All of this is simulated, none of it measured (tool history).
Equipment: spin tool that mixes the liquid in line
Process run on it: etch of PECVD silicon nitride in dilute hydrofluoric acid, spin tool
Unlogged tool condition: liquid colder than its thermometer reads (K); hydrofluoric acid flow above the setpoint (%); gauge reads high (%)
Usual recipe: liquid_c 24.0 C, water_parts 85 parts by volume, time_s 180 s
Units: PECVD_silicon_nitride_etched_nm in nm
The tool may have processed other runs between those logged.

| run | hour | liquid_c | water_parts | time_s | wafers since the last listed run | hours since the thermometer was replaced | hours since the hydrofluoric acid flow meter was replaced | hours since the gauge calibration | read-back film thickness of the PECVD silicon nitride reference wafer, read on the same gauge (nm) | PECVD_silicon_nitride_etched_nm |
|---|---|---|---|---|---|---|---|---|---|---|
| 1 | 0.0 | 24.0 | 65 | 180 | 0 | 1886.0 | 436.2 | 19.3 | 140.00 | 13.44 |
| 2 | 7.6 | 24.0 | 65 | 180 | 38 | 1893.6 | 443.8 | 26.9 | 139.98 | 13.43 |
| 3 | 19.5 | 24.0 | 65 | 180 | 60 | 1905.5 | 455.7 | 38.8 | 139.99 | 13.43 |
| 4 | 27.6 | 24.0 | 60 | 180 | 41 | 1913.6 | 463.8 | 46.9 | 139.98 | 14.60 |
| 5 | 44.2 | 24.0 | 60 | 180 | 84 | 1930.2 | 480.4 | 63.5 | 140.01 | 14.57 |
| 6 | 53.2 | 24.0 | 85 | 180 | 45 | 1939.2 | 489.4 | 72.5 | 140.01 | 10.37 |
| 7 | 61.8 | 24.0 | 85 | 180 | 43 | 1947.8 | 498.0 | 81.1 | 140.00 | 10.38 |
| 8 | 79.4 | 24.0 | 85 | 180 | 89 | 1965.4 | 515.6 | 98.7 | 139.99 | 10.41 |
| 9 | 86.3 | 29.0 | 105 | 100 | 35 | 1972.3 | 522.5 | 105.6 | 140.03 | 6.52 |
|  | 88.8 | gauge calibrated |
|  | 91.9 | thermometer replaced |
| 10 | 94.9 | 24.0 | 85 | 180 | 38 | 3.0 | 531.1 | 6.1 | 140.00 | 12.19 |
| 11 | 104.8 | 24.0 | 85 | 180 | 50 | 12.9 | 541.0 | 16.0 | 140.01 | 12.21 |
|  | 111.0 | hydrofluoric acid flow meter replaced |
| 12 | 113.6 | 26.5 | 115 | 270 | 39 | 21.7 | 2.6 | 24.8 | 139.99 | 14.78 |
| 13 | 120.3 | 24.0 | 120 | 180 | 34 | 28.4 | 9.3 | 31.5 | 140.00 | 8.03 |
| 14 | 133.0 | 25.5 | 45 | 180 | 64 | 41.1 | 22.0 | 44.2 | 140.02 | 23.31 |
| 15 | 139.8 | 19.5 | 85 | 180 | 34 | 47.9 | 28.8 | 51.0 | 140.01 | 8.35 |
| 16 | 151.2 | 24.0 | 70 | 270 | 58 | 59.3 | 40.2 | 62.4 | 140.00 | 20.54 |

Some steps in PECVD_silicon_nitride_etched_nm, run to run, broken into two amounts with sign: the step expected even without the hidden condition (settings, incoming material, random variation), and the rest, left for the hidden condition together with whatever gauge scatter is not in both the measured and the hidden-condition-free result:
Run 9 -> 10: liquid_c 29.0 -> 24.0, water_parts 105 -> 85, time_s 100 -> 180, gauge calibrated, thermometer replaced. PECVD_silicon_nitride_etched_nm +5.67 nm: hidden state +1.40, all else +4.27.
Run 13 -> 14: liquid_c 24.0 -> 25.5, water_parts 120 -> 45. PECVD_silicon_nitride_etched_nm +15.28 nm: hidden state +0.05, all else +15.23.
